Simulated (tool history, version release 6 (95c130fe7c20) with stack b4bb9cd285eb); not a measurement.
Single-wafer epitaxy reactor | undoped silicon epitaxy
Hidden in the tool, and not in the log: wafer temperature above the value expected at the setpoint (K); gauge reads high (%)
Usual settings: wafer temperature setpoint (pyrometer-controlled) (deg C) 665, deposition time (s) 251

| run | hour | wafer temperature setpoint (pyrometer-controlled) (deg C) | deposition time (s) | wafers since the last listed run | hours since the last pyrometer calibration | hours since the gauge calibration | read-back reference wafer on the same gauge, thickness_nm | mean film thickness on the monitor wafer (angstrom) |
|---|---|---|---|---|---|---|---|---|
| 1 | 0.0 | 665 | 239 | 0 | 2205.3 | 80.1 | 47.733 | 511.94 |
| 2 | 9.1 | 665 | 239 | 82 | 2214.4 | 89.2 | 47.728 | 508.35 |
| 3 | 21.8 | 665 | 251 | 115 | 2227.1 | 101.9 | 47.655 | 530.64 |
| 4 | 28.2 | 656 | 218 | 58 | 2233.5 | 108.3 | 47.708 | 369.96 |
| 5 | 43.7 | 656 | 218 | 141 | 2249.0 | 123.8 | 47.710 | 368.95 |
| 6 | 54.8 | 665 | 251 | 101 | 2260.1 | 134.9 | 47.730 | 526.72 |
| 7 | 106.2 | 665 | 251 | 468 | 2311.5 | 186.3 | 47.689 | 529.40 |
| 8 | 118.6 | 665 | 251 | 112 | 2323.9 | 198.7 | 47.687 | 526.93 |
|  | 125.2 | gauge calibrated |
| 9 | 126.8 | 665 | 251 | 74 | 2332.1 | 1.6 | 47.693 | 529.29 |
| 10 | 133.9 | 665 | 251 | 64 | 2339.2 | 8.7 | 47.727 | 525.63 |
| 11 | 142.5 | 679 | 275 | 78 | 2347.8 | 17.3 | 47.720 | 804.35 |
| 12 | 154.3 | 665 | 251 | 107 | 2359.6 | 29.1 | 47.711 | 525.43 |
| 13 | 167.1 | 661 | 236 | 116 | 2372.4 | 41.9 | 47.702 | 446.87 |
|  | 197.4 | pyrometer calibrated |
| 14 | 201.2 | 665 | 270 | 237 | 3.8 | 76.0 | 47.705 | 635.47 |
| 15 | 213.7 | 654 | 205 | 113 | 16.3 | 88.5 | 47.718 | 371.66 |
| 16 | 227.4 | 665 | 213 | 124 | 30.0 | 102.2 | 47.707 | 501.68 |
| 17 | 239.3 | 676 | 291 | 108 | 41.9 | 114.1 | 47.687 | 889.96 |
| 18 | 245.6 | 653 | 251 | 57 | 48.2 | 120.4 | 47.733 | 444.64 |
| 19 | 257.9 | 660 | 251 | 112 | 60.5 | 132.7 | 47.665 | 525.47 |
| 20 | 274.2 | 665 | 251 | 148 | 76.8 | 149.0 | 47.697 | 592.36 |
| 21 | 283.7 | 656 | 251 | 86 | 86.3 | 158.5 | 47.681 | 475.06 |

3 ways to go on from here, each from the tool as it stands after run 21. What would each give?
| A | 284.2 | 675 | 251 | 4 | 86.8 | 159.0 | ? | ? |
| B | 284.2 | 659 | 284 | 4 | 86.8 | 159.0 | ? | ? |
| C | 284.2 | 651 | 295 | 4 | 86.8 | 159.0 | ? | ? |

| run | read-back reference wafer on the same gauge, thickness_nm | mean film thickness on the monitor wafer (angstrom) |
|---|---|---|
| A | 47.724 | 749.82 |
| B | 47.724 | 578.51 |
| C | 47.724 | 493.41 |
Without the tool's hidden state the same runs would have given:
| run | mean film thickness on the monitor wafer (angstrom) |
|---|---|
| A | 748.12 |
| B | 577.15 |
| C | 492.22 |
